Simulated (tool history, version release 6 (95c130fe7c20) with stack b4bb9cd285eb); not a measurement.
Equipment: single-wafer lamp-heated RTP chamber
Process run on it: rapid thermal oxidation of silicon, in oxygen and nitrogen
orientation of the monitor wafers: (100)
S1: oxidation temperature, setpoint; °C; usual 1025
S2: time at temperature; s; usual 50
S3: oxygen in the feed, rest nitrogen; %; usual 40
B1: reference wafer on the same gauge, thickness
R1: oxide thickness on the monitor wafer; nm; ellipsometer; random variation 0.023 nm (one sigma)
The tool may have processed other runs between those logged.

run 1 hour=0 | S1=1025 S2=50 S3=40 | B1=3.977 | R1=5.053
run 2 hour=41.8 | S1=1025 S2=50 S3=40 | B1=3.979 | R1=5.076
run 3 hour=95.1 | S1=1025 S2=50 S3=40 | B1=3.981 | R1=5.089
run 4 hour=136.1 | S1=1025 S2=50 S3=25 | B1=3.982 | R1=4.401
-- hour=163.7 pyrometer window cleaned and pyrometer calibrated
run 5 hour=274.2 | S1=1025 S2=50 S3=40 | B1=3.976 | R1=4.963
run 6 hour=331 | S1=1025 S2=50 S3=40 | B1=3.978 | R1=4.939
run 7 hour=361.1 | S1=1025 S2=50 S3=40 | B1=3.981 | R1=4.987
run 8 hour=419.6 | S1=1025 S2=50 S3=40 | B1=3.982 | R1=4.993
run 9 hour=467.7 | S1=1025 S2=50 S3=58 | B1=3.975 | R1=5.707
run 10 hour=514 | S1=1025 S2=50 S3=20 | B1=3.983 | R1=4.03
run 11 hour=561 | S1=1043 S2=50 S3=40 | B1=3.985 | R1=5.642
run 12 hour=588.4 | S1=1043 S2=50 S3=40 | B1=3.98 | R1=5.669
-- hour=611.5 gauge calibrated
run 13 hour=625.2 | S1=1025 S2=50 S3=40 | B1=3.982 | R1=4.974
run 14 hour=666.6 | S1=1025 S2=50 S3=40 | B1=3.983 | R1=5.051
run 15 hour=716.1 | S1=1025 S2=50 S3=40 | B1=3.983 | R1=5.047
run 16 hour=772.2 | S1=1014 S2=50 S3=67 | B1=3.984 | R1=5.54
run 17 hour=805.9 | S1=1044 S2=58 S3=17 | B1=3.983 | R1=4.623
run 18 hour=848.6 | S1=1011 S2=65 S3=17 | B1=3.977 | R1=3.934
run 19 hour=917.6 | S1=1025 S2=58 S3=40 | B1=3.986 | R1=5.403
run 20 hour=942.5 | S1=1025 S2=50 S3=40 | B1=3.977 | R1=5.133
-- hour=953.1 pyrometer window cleaned and pyrometer calibrated
-- hour=990.4 oxygen flow controller replaced
run 21 hour=996.7 | S1=1025 S2=38 S3=40 | B1=3.977 | R1=4.417
run 22 hour=1062.7 | S1=1012 S2=33 S3=26 | B1=3.982 | R1=3.395
run 23 hour=1101.3 | S1=1025 S2=50 S3=53 | B1=3.979 | R1=5.428
run 24 hour=1142.3 | S1=1014 S2=64 S3=26 | B1=3.982 | R1=4.478
run 25 hour=1198.8 | S1=1009 S2=66 S3=68 | B1=3.98 | R1=5.971
run 26 hour=1238.5 | S1=1000 S2=50 S3=17 | B1=3.986 | R1=3.314
run 27 hour=1271.8 | S1=1025 S2=50 S3=40 | B1=3.981 | R1=4.966
run 28 hour=1304.3 | S1=1017 S2=50 S3=40 | B1=3.974 | R1=4.711

Branching from run 28: 3 alternative next runs. What would each branch give?
run A hour=1304.7 | S1=1025 S2=50 S3=22 | B1=? | R1=?
run B hour=1304.7 | S1=1005 S2=31 S3=49 | B1=? | R1=?
run C hour=1304.7 | S1=1035 S2=32 S3=40 | B1=? | R1=?

run=A B1=3.978 R1=4.093
run=B B1=3.978 R1=3.827
run=C B1=3.978 R1=4.404
What these runs would have given with no unlogged condition in the tool:
run=A R1=4.031
run=B R1=3.768
run=C R1=4.333
